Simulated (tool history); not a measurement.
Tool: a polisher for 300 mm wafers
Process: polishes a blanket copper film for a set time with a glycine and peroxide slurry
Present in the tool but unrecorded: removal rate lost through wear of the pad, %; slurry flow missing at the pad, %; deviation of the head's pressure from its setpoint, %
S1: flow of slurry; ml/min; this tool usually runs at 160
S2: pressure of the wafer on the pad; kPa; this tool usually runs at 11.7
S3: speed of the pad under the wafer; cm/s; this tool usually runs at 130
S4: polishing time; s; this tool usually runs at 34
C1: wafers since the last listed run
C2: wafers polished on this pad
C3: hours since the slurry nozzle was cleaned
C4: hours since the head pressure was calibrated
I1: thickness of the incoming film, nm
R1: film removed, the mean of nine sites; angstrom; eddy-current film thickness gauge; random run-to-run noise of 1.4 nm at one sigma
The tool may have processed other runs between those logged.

{"run": 1, "hour": 0.0, "S1": 160, "S2": 11.7, "S3": 142, "S4": 34, "C1": 0, "C2": 5122, "C3": 501.2, "C4": 26.9, "I1": 2149.9, "R1": 1738}
{"hour": 6.0, "done": "slurry nozzle cleaned"}
{"run": 2, "hour": 52.0, "S1": 160, "S2": 11.7, "S3": 130, "S4": 34, "C1": 614, "C2": 5736, "C3": 46.0, "C4": 78.9, "I1": 2140.0, "R1": 1650}
{"hour": 125.7, "done": "worn pad replaced by a new one"}
{"run": 3, "hour": 148.5, "S1": 160, "S2": 11.7, "S3": 130, "S4": 34, "C1": 1113, "C2": 275, "C3": 142.5, "C4": 175.4, "I1": 2188.5, "R1": 1625}
{"run": 4, "hour": 212.3, "S1": 160, "S2": 11.7, "S3": 130, "S4": 34, "C1": 768, "C2": 1043, "C3": 206.3, "C4": 239.2, "I1": 2187.4, "R1": 1628}
{"run": 5, "hour": 296.6, "S1": 160, "S2": 11.7, "S3": 130, "S4": 34, "C1": 1015, "C2": 2058, "C3": 290.6, "C4": 323.5, "I1": 2170.8, "R1": 1611}
{"run": 6, "hour": 370.0, "S1": 160, "S2": 11.7, "S3": 130, "S4": 34, "C1": 883, "C2": 2942, "C3": 364.0, "C4": 396.9, "I1": 2214.3, "R1": 1616}
{"run": 7, "hour": 430.8, "S1": 160, "S2": 11.7, "S3": 130, "S4": 34, "C1": 732, "C2": 3674, "C3": 424.8, "C4": 457.7, "I1": 2196.4, "R1": 1618}
{"run": 8, "hour": 482.7, "S1": 160, "S2": 11.7, "S3": 130, "S4": 34, "C1": 624, "C2": 4299, "C3": 476.7, "C4": 509.6, "I1": 2179.8, "R1": 1630}
{"run": 9, "hour": 568.8, "S1": 160, "S2": 11.7, "S3": 130, "S4": 34, "C1": 1036, "C2": 5335, "C3": 562.8, "C4": 595.7, "I1": 2210.0, "R1": 1649}
{"hour": 615.4, "done": "worn pad replaced by a new one"}
{"hour": 617.1, "done": "slurry nozzle cleaned"}
{"run": 10, "hour": 627.3, "S1": 160, "S2": 11.7, "S3": 130, "S4": 34, "C1": 644, "C2": 130, "C3": 10.2, "C4": 654.2, "I1": 2163.3, "R1": 1619}
{"run": 11, "hour": 681.7, "S1": 160, "S2": 9.0, "S3": 130, "S4": 34, "C1": 655, "C2": 785, "C3": 64.6, "C4": 708.6, "I1": 2187.5, "R1": 1338}
{"run": 12, "hour": 780.0, "S1": 160, "S2": 9.0, "S3": 130, "S4": 34, "C1": 1183, "C2": 1969, "C3": 162.9, "C4": 806.9, "I1": 2158.4, "R1": 1324}
{"run": 13, "hour": 888.1, "S1": 160, "S2": 9.0, "S3": 130, "S4": 34, "C1": 1301, "C2": 3270, "C3": 271.0, "C4": 915.0, "I1": 2208.6, "R1": 1328}
{"hour": 896.8, "done": "head pressure recalibrated"}
{"run": 14, "hour": 930.4, "S1": 160, "S2": 11.7, "S3": 130, "S4": 34, "C1": 485, "C2": 3756, "C3": 313.3, "C4": 33.6, "I1": 2206.9, "R1": 1607}
{"run": 15, "hour": 1026.6, "S1": 160, "S2": 13.8, "S3": 156, "S4": 34, "C1": 1158, "C2": 4914, "C3": 409.5, "C4": 129.8, "I1": 2190.9, "R1": 2054}
{"hour": 1107.9, "done": "worn pad replaced by a new one"}
{"hour": 1117.6, "done": "slurry nozzle cleaned"}
{"run": 16, "hour": 1126.1, "S1": 160, "S2": 15.9, "S3": 162, "S4": 34, "C1": 1137, "C2": 207, "C3": 8.5, "C4": 229.3, "I1": 2177.1, "R1": 2422}
{"run": 17, "hour": 1163.0, "S1": 160, "S2": 11.7, "S3": 130, "S4": 34, "C1": 444, "C2": 651, "C3": 45.4, "C4": 266.2, "I1": 2210.9, "R1": 1639}
{"run": 18, "hour": 1232.7, "S1": 205, "S2": 15.9, "S3": 172, "S4": 40, "C1": 839, "C2": 1490, "C3": 115.1, "C4": 335.9, "I1": 2212.5, "R1": 3119}
{"run": 19, "hour": 1321.1, "S1": 160, "S2": 11.7, "S3": 130, "S4": 34, "C1": 1064, "C2": 2555, "C3": 203.5, "C4": 424.3, "I1": 2227.5, "R1": 1624}
{"run": 20, "hour": 1360.3, "S1": 135, "S2": 15.2, "S3": 102, "S4": 23, "C1": 472, "C2": 3027, "C3": 242.7, "C4": 463.5, "I1": 2156.5, "R1": 1123}
{"run": 21, "hour": 1396.8, "S1": 160, "S2": 11.7, "S3": 154, "S4": 34, "C1": 439, "C2": 3466, "C3": 279.2, "C4": 500.0, "I1": 2225.1, "R1": 1820}
{"run": 22, "hour": 1441.7, "S1": 160, "S2": 11.7, "S3": 130, "S4": 34, "C1": 540, "C2": 4007, "C3": 324.1, "C4": 544.9, "I1": 2205.5, "R1": 1595}
{"run": 23, "hour": 1532.5, "S1": 160, "S2": 15.9, "S3": 162, "S4": 34, "C1": 1093, "C2": 5100, "C3": 414.9, "C4": 635.7, "I1": 2177.5, "R1": 2432}
{"run": 24, "hour": 1633.9, "S1": 160, "S2": 13.1, "S3": 166, "S4": 24, "C1": 1220, "C2": 6321, "C3": 516.3, "C4": 737.1, "I1": 2205.0, "R1": 1467}
{"hour": 1644.8, "done": "slurry nozzle cleaned"}
{"hour": 1655.3, "done": "worn pad replaced by a new one"}
{"run": 25, "hour": 1716.6, "S1": 160, "S2": 11.7, "S3": 102, "S4": 34, "C1": 935, "C2": 738, "C3": 71.8, "C4": 819.8, "I1": 2157.8, "R1": 1387}
{"run": 26, "hour": 1780.0, "S1": 160, "S2": 13.8, "S3": 110, "S4": 34, "C1": 763, "C2": 1501, "C3": 135.2, "C4": 883.2, "I1": 2193.0, "R1": 1671}
{"run": 27, "hour": 1850.0, "S1": 175, "S2": 11.7, "S3": 108, "S4": 34, "C1": 842, "C2": 2344, "C3": 205.2, "C4": 953.2, "I1": 2184.7, "R1": 1459}
{"hour": 1874.4, "done": "head pressure recalibrated"}
{"run": 28, "hour": 1902.7, "S1": 160, "S2": 11.7, "S3": 130, "S4": 34, "C1": 610, "C2": 2954, "C3": 257.9, "C4": 28.3, "I1": 2175.4, "R1": 1626}
{"run": 29, "hour": 1964.5, "S1": 210, "S2": 11.7, "S3": 152, "S4": 29, "C1": 744, "C2": 3698, "C3": 319.7, "C4": 90.1, "I1": 2192.0, "R1": 1594}
{"run": 30, "hour": 2015.7, "S1": 160, "S2": 15.2, "S3": 130, "S4": 34, "C1": 616, "C2": 4315, "C3": 370.9, "C4": 141.3, "I1": 2168.1, "R1": 2002}
{"run": 31, "hour": 2055.0, "S1": 160, "S2": 11.7, "S3": 130, "S4": 34, "C1": 473, "C2": 4788, "C3": 410.2, "C4": 180.6, "I1": 2219.5, "R1": 1628}
{"run": 32, "hour": 2125.4, "S1": 160, "S2": 13.1, "S3": 130, "S4": 34, "C1": 847, "C2": 5636, "C3": 480.6, "C4": 251.0, "I1": 2179.9, "R1": 1767}
{"hour": 2192.5, "done": "slurry nozzle cleaned"}
{"run": 33, "hour": 2224.1, "S1": 160, "S2": 9.7, "S3": 130, "S4": 23, "C1": 1176, "C2": 6812, "C3": 31.6, "C4": 349.7, "I1": 2201.3, "R1": 966}
{"hour": 2261.5, "done": "worn pad replaced by a new one"}
{"run": 34, "hour": 2289.7, "S1": 160, "S2": 11.7, "S3": 130, "S4": 34, "C1": 741, "C2": 339, "C3": 97.2, "C4": 415.3, "I1": 2177.4, "R1": 1632}
{"run": 35, "hour": 2328.2, "S1": 160, "S2": 11.7, "S3": 130, "S4": 28, "C1": 463, "C2": 803, "C3": 135.7, "C4": 453.8, "I1": 2152.4, "R1": 1335}
{"run": 36, "hour": 2386.9, "S1": 160, "S2": 13.1, "S3": 166, "S4": 24, "C1": 706, "C2": 1510, "C3": 194.4, "C4": 512.5, "I1": 2193.9, "R1": 1457}

What differs in the tool's unlogged condition from the final listed run ahead of each entry between runs to the first listed run following it?
From run 1 to run 2: slurry nozzle cleaned (hour 6.0)
  no hidden state differs between the two runs
From run 2 to run 3: worn pad replaced by a new one (hour 125.7)
  no hidden state differs between the two runs
From run 9 to run 10: worn pad replaced by a new one (hour 615.4); slurry nozzle cleaned (hour 617.1)
  no hidden state differs between the two runs
From run 13 to run 14: head pressure recalibrated (hour 896.8)
  no hidden state differs between the two runs
From run 15 to run 16: worn pad replaced by a new one (hour 1107.9); slurry nozzle cleaned (hour 1117.6)
  no hidden state differs between the two runs
From run 24 to run 25: slurry nozzle cleaned (hour 1644.8); worn pad replaced by a new one (hour 1655.3)
  no hidden state differs between the two runs
From run 27 to run 28: head pressure recalibrated (hour 1874.4)
  no hidden state differs between the two runs
From run 32 to run 33: slurry nozzle cleaned (hour 2192.5)
  no hidden state differs between the two runs
From run 33 to run 34: worn pad replaced by a new one (hour 2261.5)
  no hidden state differs between the two runs
